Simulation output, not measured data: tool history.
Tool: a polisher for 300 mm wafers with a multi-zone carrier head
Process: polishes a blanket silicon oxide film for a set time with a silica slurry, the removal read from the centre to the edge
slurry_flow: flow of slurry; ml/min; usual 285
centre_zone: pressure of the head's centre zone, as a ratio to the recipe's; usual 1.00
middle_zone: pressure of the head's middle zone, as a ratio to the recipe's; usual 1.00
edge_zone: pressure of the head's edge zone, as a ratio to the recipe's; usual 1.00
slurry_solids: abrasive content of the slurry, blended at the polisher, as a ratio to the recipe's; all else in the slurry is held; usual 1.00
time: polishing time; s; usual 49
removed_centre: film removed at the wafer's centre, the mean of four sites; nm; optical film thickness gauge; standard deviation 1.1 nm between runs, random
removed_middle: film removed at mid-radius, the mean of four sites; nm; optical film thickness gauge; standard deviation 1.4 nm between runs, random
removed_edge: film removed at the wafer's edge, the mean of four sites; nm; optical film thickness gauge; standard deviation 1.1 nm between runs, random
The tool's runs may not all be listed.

| run | hour | slurry_flow | centre_zone | middle_zone | edge_zone | slurry_solids | time | incoming thickness of the incoming film, nm | removed_centre | removed_middle | removed_edge |
|---|---|---|---|---|---|---|---|---|---|---|---|
| 1 | 0.0 | 285 | 1.00 | 1.00 | 1.00 | 1.00 | 49 | 1204.9 | 110.3 | 112.4 | 114.1 |
| 2 | 2.2 | 285 | 1.00 | 1.00 | 1.00 | 1.00 | 49 | 1206.5 | 109.2 | 112.8 | 113.0 |
| 3 | 11.5 | 285 | 1.00 | 1.00 | 1.00 | 1.00 | 60 | 1190.1 | 129.8 | 134.3 | 133.1 |
|  | 18.0 | edge zone pressure recalibrated |
| 4 | 27.2 | 285 | 1.00 | 1.00 | 1.00 | 1.00 | 49 | 1201.7 | 99.6 | 105.2 | 105.1 |
|  | 31.4 | slurry nozzle cleaned |
| 5 | 35.4 | 285 | 1.00 | 1.00 | 1.00 | 1.00 | 49 | 1188.5 | 111.5 | 114.8 | 112.1 |
| 6 | 50.0 | 285 | 1.00 | 1.00 | 1.00 | 1.00 | 38 | 1196.9 | 86.0 | 86.7 | 86.1 |
|  | 97.7 | worn pad replaced by a new one |
| 7 | 98.2 | 285 | 1.00 | 1.00 | 1.00 | 1.00 | 49 | 1223.2 | 122.0 | 126.0 | 124.6 |
| 8 | 108.4 | 285 | 1.00 | 1.00 | 1.00 | 1.10 | 42 | 1215.5 | 105.5 | 107.5 | 105.4 |
| 9 | 121.6 | 285 | 1.00 | 1.00 | 0.96 | 1.00 | 49 | 1206.9 | 114.0 | 115.2 | 113.5 |
| 10 | 137.9 | 285 | 1.00 | 1.08 | 1.00 | 1.00 | 49 | 1202.1 | 112.8 | 123.7 | 113.3 |
| 11 | 149.8 | 285 | 1.00 | 1.00 | 1.07 | 1.00 | 49 | 1211.5 | 109.5 | 113.3 | 116.3 |
|  | 155.9 | centre zone pressure recalibrated |
| 12 | 165.4 | 285 | 1.00 | 1.08 | 1.00 | 1.00 | 34 | 1202.7 | 75.5 | 82.9 | 77.8 |
| 13 | 179.2 | 285 | 0.94 | 1.06 | 1.00 | 1.00 | 49 | 1226.4 | 101.2 | 115.9 | 111.8 |
| 14 | 194.3 | 230 | 1.06 | 1.00 | 1.00 | 0.75 | 49 | 1202.9 | 100.8 | 99.2 | 97.0 |
|  | 206.9 | worn pad replaced by a new one |
| 15 | 207.4 | 190 | 1.09 | 1.00 | 0.91 | 1.00 | 38 | 1212.5 | 96.1 | 90.4 | 87.8 |
| 16 | 218.6 | 285 | 1.00 | 1.00 | 1.00 | 1.25 | 49 | 1198.6 | 125.6 | 130.4 | 128.7 |
| 17 | 229.0 | 285 | 1.00 | 1.00 | 1.00 | 1.00 | 49 | 1227.4 | 114.9 | 118.8 | 116.9 |

Estimate the outcome of run 18 from the log above:
| 18 | 242.6 | 285 | 1.00 | 1.00 | 0.92 | 1.00 | 62 | 1232.1 | ? | ? | ? |

For run 18 the tool returned removed_centre 142.9 nm, removed_middle 145.6 nm, removed_edge 139.2 nm.
With the hidden condition absent and the run-to-run variation left alone, this run would have shown removed_centre 155.9 nm, removed_middle 158.6 nm, removed_edge 151.1 nm.

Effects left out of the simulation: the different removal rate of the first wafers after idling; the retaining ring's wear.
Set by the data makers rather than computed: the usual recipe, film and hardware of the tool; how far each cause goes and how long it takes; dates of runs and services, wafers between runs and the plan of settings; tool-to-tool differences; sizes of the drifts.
